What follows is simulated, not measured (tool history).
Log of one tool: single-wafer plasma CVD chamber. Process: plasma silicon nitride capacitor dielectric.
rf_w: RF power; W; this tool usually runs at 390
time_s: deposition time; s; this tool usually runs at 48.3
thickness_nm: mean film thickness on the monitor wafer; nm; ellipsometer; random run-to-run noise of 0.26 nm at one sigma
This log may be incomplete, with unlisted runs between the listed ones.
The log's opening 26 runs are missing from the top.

| run | day | rf_w | time_s | wafers since the last listed run | hours since the last RF generator calibration | hours since the showerhead was replaced | hours since the gauge calibration | read-back reference wafer on the same gauge, thickness_nm | thickness_nm |
|---|---|---|---|---|---|---|---|---|---|
| 27 | 31.733 | 390 | 48.3 | 603 | 207.7 | 258.1 | 142.8 | 81.868 | 68.812 |
| 28 | 32.512 | 320 | 52.1 | 394 | 226.4 | 276.8 | 161.5 | 81.827 | 66.263 |
| 29 | 33.354 | 365 | 53.0 | 426 | 246.6 | 297.0 | 181.7 | 81.793 | 72.449 |
| 30 | 34.338 | 325 | 48.3 | 498 | 270.2 | 320.6 | 205.3 | 81.767 | 62.095 |
| 31 | 34.942 | 420 | 51.4 | 306 | 284.7 | 335.1 | 219.8 | 81.733 | 75.967 |
| 32 | 36.012 | 390 | 43.8 | 542 | 310.4 | 360.8 | 245.5 | 81.829 | 62.146 |
| 33 | 36.554 | 320 | 40.5 | 274 | 323.4 | 373.8 | 258.5 | 81.738 | 51.468 |
| 34 | 37.654 | 340 | 57.5 | 557 | 349.8 | 400.2 | 284.9 | 81.731 | 75.589 |
| 35 | 38.467 | 315 | 39.1 | 411 | 369.3 | 419.7 | 304.4 | 81.821 | 49.291 |
| 36 | 39.475 | 390 | 48.3 | 510 | 393.5 | 443.9 | 328.6 | 81.700 | 68.538 |
| 37 | 40.650 | 315 | 43.5 | 595 | 421.7 | 472.1 | 356.8 | 81.815 | 54.670 |
| 38 | 41.404 | 410 | 57.0 | 382 | 439.8 | 490.2 | 374.9 | 81.931 | 82.880 |
| 39 | 42.050 | 310 | 55.9 | 327 | 455.3 | 505.7 | 390.4 | 81.669 | 69.887 |
| 40 | 42.954 | 390 | 48.3 | 458 | 477.0 | 527.4 | 412.1 | 81.751 | 68.521 |
| 41 | 44.271 | 320 | 51.0 | 667 | 508.6 | 559.0 | 443.7 | 81.739 | 64.691 |
| 42 | 44.879 | 390 | 48.3 | 308 | 523.2 | 573.6 | 458.3 | 81.754 | 68.255 |

Consider 4 possible next runs. They are alternatives, not a sequence: every one starts from the tool as it was left by run 42. What does each give?
| A | 44.896 | 390 | 43.0 | 8 | 523.6 | 574.0 | 458.7 | ? | ? |
| B | 44.896 | 370 | 44.6 | 8 | 523.6 | 574.0 | 458.7 | ? | ? |
| C | 44.896 | 455 | 48.3 | 8 | 523.6 | 574.0 | 458.7 | ? | ? |
| D | 44.896 | 390 | 38.7 | 8 | 523.6 | 574.0 | 458.7 | ? | ? |

| run | read-back reference wafer on the same gauge, thickness_nm | thickness_nm |
|---|---|---|
| A | 81.778 | 61.056 |
| B | 81.778 | 61.618 |
| C | 81.778 | 73.911 |
| D | 81.778 | 54.950 |
With the hidden condition removed and each run's random variation left untouched, the same runs would have given:
| run | thickness_nm |
|---|---|
| A | 61.591 |
| B | 62.158 |
| C | 74.559 |
| D | 55.432 |

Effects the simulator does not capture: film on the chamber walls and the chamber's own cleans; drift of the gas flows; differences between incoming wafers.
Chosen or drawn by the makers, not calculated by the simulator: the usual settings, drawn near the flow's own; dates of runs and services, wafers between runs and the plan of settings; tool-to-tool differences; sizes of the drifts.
